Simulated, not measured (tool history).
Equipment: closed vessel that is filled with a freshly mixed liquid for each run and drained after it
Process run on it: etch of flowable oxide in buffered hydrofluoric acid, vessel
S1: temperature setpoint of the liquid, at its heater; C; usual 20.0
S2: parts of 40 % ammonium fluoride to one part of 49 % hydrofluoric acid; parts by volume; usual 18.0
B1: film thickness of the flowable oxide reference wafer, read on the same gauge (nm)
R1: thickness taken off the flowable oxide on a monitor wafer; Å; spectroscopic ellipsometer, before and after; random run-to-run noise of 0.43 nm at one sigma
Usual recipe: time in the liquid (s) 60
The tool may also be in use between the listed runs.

Run 1, hour 0.0: usual settings; B1 109.98. Result: R1 861.3 Å.
At hour 9.7: hydrofluoric acid flow meter replaced.
Run 2, hour 49.0: usual settings; B1 110.01. Result: R1 860.3 Å.
Run 3, hour 75.8: usual settings; B1 110.02. Result: R1 868.9 Å.
Run 4, hour 136.7: usual settings but S2 21.0 parts by volume; B1 110.00. Result: R1 757.4 Å.
Run 5, hour 207.1: usual settings but S2 21.0 parts by volume; B1 110.00. Result: R1 763.9 Å.
Run 6, hour 237.2: usual settings but S2 21.0 parts by volume; B1 110.04. Result: R1 756.4 Å.
Run 7, hour 270.5: usual settings; B1 110.02. Result: R1 878.2 Å.
Run 8, hour 309.9: usual settings; B1 109.98. Result: R1 876.2 Å.
Run 9, hour 345.2: usual settings; B1 110.01. Result: R1 888.5 Å.
Run 10, hour 415.8: usual settings; B1 110.02. Result: R1 890.7 Å.
At hour 475.3: gauge calibrated.
Run 11, hour 485.3: usual settings but S1 22.5 C, S2 13.0 parts by volume, time in the liquid (s) 45; B1 110.01. Result: R1 1070.6 Å.
Run 12, hour 541.7: usual settings; B1 109.97. Result: R1 899.5 Å.
Run 13, hour 613.5: usual settings but S1 17.0 C, S2 21.0 parts by volume, time in the liquid (s) 50; B1 110.00. Result: R1 552.8 Å.
At hour 669.7: hydrofluoric acid flow meter replaced.
Run 14, hour 673.7: usual settings but S2 20.0 parts by volume, time in the liquid (s) 45; B1 109.98. Result: R1 614.7 Å.
At hour 697.8: thermometer replaced.
Run 15, hour 723.4: usual settings; B1 110.02. Result: R1 853.8 Å.
Run 16, hour 761.8: usual settings but S2 23.0 parts by volume; B1 109.99. Result: R1 703.4 Å.

Expected results for the next run?
Run 17, hour 787.7: usual settings but S1 17.0 C, S2 24.5 parts by volume; B1 ?. Result: R1 ?.

For run 17 the tool returned B1 110.00, R1 569.4 Å.
On a tool with no hidden condition, and with the same random variation, this run would have come out at R1 561.3 Å.
